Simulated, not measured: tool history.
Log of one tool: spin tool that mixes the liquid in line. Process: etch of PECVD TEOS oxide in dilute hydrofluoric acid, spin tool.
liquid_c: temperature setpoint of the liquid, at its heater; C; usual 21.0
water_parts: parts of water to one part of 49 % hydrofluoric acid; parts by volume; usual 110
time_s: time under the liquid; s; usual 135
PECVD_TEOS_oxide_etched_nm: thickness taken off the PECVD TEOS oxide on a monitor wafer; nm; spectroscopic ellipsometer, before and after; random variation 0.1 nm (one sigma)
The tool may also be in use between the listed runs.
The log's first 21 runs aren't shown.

run    hour  liquid_c  water_parts  time_s  wafers since the last listed run  hours since the thermometer was replaced  hours since the hydrofluoric acid flow meter was replaced  hours since the gauge calibration  read-back film thickness of the PECVD TEOS oxide reference wafer, read on the same gauge (nm)  PECVD_TEOS_oxide_etched_nm
     1356.8  -- hydrofluoric acid flow meter replaced
 22  1407.5      21.0          110     135                               740                                     947.6                                                       50.7                              522.2                                                                                          70.04                       10.94
 23  1484.9      22.5          145     190                               730                                    1025.0                                                      128.1                              599.6                                                                                          69.98                       12.00
 24  1535.1      23.5          110     135                               473                                    1075.2                                                      178.3                              649.8                                                                                          70.03                       12.08
 25  1630.9      17.5          125     135                               904                                    1171.0                                                      274.1                              745.6                                                                                          70.01                        8.27
 26  1674.4      23.0           70     115                               410                                    1214.5                                                      317.6                              789.1                                                                                          69.98                       16.37
 27  1716.8      25.5          155     210                               400                                    1256.9                                                      360.0                              831.5                                                                                          69.98                       13.62
 28  1758.0      19.5          130     135                               388                                    1298.1                                                      401.2                              872.7                                                                                          70.01                        8.39
 29  1860.2      17.0          110     205                               964                                    1400.3                                                      503.4                              974.9                                                                                          70.01                       13.65
 30  1949.0      18.0          110      90                               838                                    1489.1                                                      592.2                             1063.7                                                                                          69.99                        6.24
 31  1990.7      19.5          125     135                               393                                    1530.8                                                      633.9                             1105.4                                                                                          70.01                        8.75
 32  2152.3      25.5          110     175                              1525                                    1692.4                                                      795.5                             1267.0                                                                                          70.04                       16.67
 33  2229.5      21.0          110     135                               728                                    1769.6                                                      872.7                             1344.2                                                                                          69.98                       10.81
 34  2329.3      21.0          110     135                               942                                    1869.4                                                      972.5                             1444.0                                                                                          70.02                       10.55

3 ways to go on from here, each from the tool as it stands after run 34. What would each give?
  A  2329.8      21.0          110     135                                 4                                    1869.9                                                      973.0                             1444.5                                                                                              ?                           ?
  B  2329.8      21.0          110     190                                 4                                    1869.9                                                      973.0                             1444.5                                                                                              ?                           ?
  C  2329.8      21.0           95     185                                 4                                    1869.9                                                      973.0                             1444.5                                                                                              ?                           ?

run  read-back film thickness of the PECVD TEOS oxide reference wafer, read on the same gauge (nm)  PECVD_TEOS_oxide_etched_nm
  A                                                                                          69.98                       10.62
  B                                                                                          69.98                       14.95
  C                                                                                          69.98                       17.14
Without the tool's hidden state the same runs would have given:
run  PECVD_TEOS_oxide_etched_nm
  A                       11.53
  B                       16.23
  C                       18.61

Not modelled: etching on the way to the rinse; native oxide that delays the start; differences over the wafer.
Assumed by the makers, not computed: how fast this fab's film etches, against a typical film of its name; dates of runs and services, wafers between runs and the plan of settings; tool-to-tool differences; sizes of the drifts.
